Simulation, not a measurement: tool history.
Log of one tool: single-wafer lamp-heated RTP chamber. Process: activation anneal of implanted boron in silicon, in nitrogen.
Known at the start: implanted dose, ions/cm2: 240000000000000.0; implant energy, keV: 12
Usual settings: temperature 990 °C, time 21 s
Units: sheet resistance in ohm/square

run,hour,temperature,time,wafers since the last listed run,wafers since the last pyrometer calibration,wafers since the reflector plate was cleaned,hours since the gauge calibration,"read-back reference wafer on the same gauge, sheet resistance",sheet resistance
1,0.0,990,17,0,7966,1685,416.6,487.88,439.86
2,79.5,990,17,1716,9683,3402,496.1,487.91,440.79
# hour 99.5: pyrometer window cleaned and pyrometer calibrated
3,162.8,990,27,1626,1366,5028,579.4,488.04,436.81
4,232.3,990,27,1500,2867,6529,648.9,488.22,437.26
5,329.0,990,27,2088,4955,8617,745.6,488.19,435.31
6,401.2,1011,21,1559,6514,10176,817.8,487.78,430.85
# hour 437.3: reflector plate cleaned
7,468.5,1011,21,1280,7795,672,885.1,488.04,432.67
8,514.0,1011,21,982,8777,1655,930.6,488.09,431.16
9,572.1,974,21,1254,10032,2910,988.7,488.02,449.85
# hour 670.1: pyrometer window cleaned and pyrometer calibrated
10,678.0,974,21,2114,171,5024,1094.6,487.84,449.16
11,757.9,974,21,1725,1896,6749,1174.5,487.81,448.29
12,826.6,1010,21,1483,3380,8233,1243.2,487.91,431.93
13,893.5,1010,21,1444,4825,9677,1310.1,488.13,432.04
# hour 969.3: reflector plate cleaned
14,1057.9,990,21,3377,8202,1912,1474.5,487.86,437.06
15,1165.5,978,21,2323,10526,4236,1582.1,488.13,445.08
16,1234.2,990,21,1483,12009,5719,1650.8,487.96,438.10
# hour 1271.0: pyrometer window cleaned and pyrometer calibrated
17,1326.4,1007,21,1818,1195,7537,1743.0,488.10,431.75
18,1423.7,990,21,2101,3296,9639,1840.3,488.01,435.64
# hour 1461.2: reflector plate cleaned
19,1463.8,1019,13,693,3989,56,1880.4,487.86,431.13
20,1541.4,1013,14,1675,5665,1732,1958.0,487.86,432.40
# hour 1595.1: gauge calibrated
21,1597.0,1005,10,1200,6866,2932,1.9,487.85,435.66
22,1671.8,1007,28,1615,8481,4548,76.7,487.99,430.81
23,1748.8,990,21,1662,10144,6210,153.7,488.02,439.18
24,1803.3,1002,28,1176,11321,7387,208.2,487.88,431.65
# hour 1888.9: pyrometer window cleaned and pyrometer calibrated
25,1995.1,1006,29,3969,2292,11356,400.0,488.17,429.33
# hour 2023.2: reflector plate cleaned
26,2050.9,974,21,1032,3325,597,455.8,488.12,453.11
27,2087.1,974,14,781,4106,1378,492.0,488.01,453.98
28,2172.8,990,21,1850,5957,3229,577.7,488.22,438.39
# hour 2435.4: pyrometer window cleaned and pyrometer calibrated
29,2494.9,1006,31,6782,1285,10012,899.8,487.98,430.75
30,2553.6,982,10,1267,2553,11279,958.5,488.06,445.47
# hour 2618.2: reflector plate cleaned
31,2618.7,1008,25,1233,3786,10,1023.6,487.97,433.66
32,2656.4,967,12,814,4600,824,1061.3,487.93,470.09
33,2763.2,1009,11,2306,6906,3130,1168.1,488.00,434.98

5 ways to go on from here, each from the tool as it stands after run 33. What would each give?
A,2763.6,990,18,8,6915,3139,1168.5,?,?
B,2763.6,990,29,8,6915,3139,1168.5,?,?
C,2763.6,1020,33,8,6915,3139,1168.5,?,?
D,2763.6,961,21,8,6915,3139,1168.5,?,?
E,2763.6,1018,21,8,6915,3139,1168.5,?,?

run,"read-back reference wafer on the same gauge, sheet resistance",sheet resistance
A,487.86,440.28
B,487.86,437.42
C,487.86,429.61
D,487.86,472.01
E,487.86,431.54
Without the tool's hidden state the same runs would have given:
run,sheet resistance
A,440.68
B,437.74
C,429.71
D,473.56
E,431.64
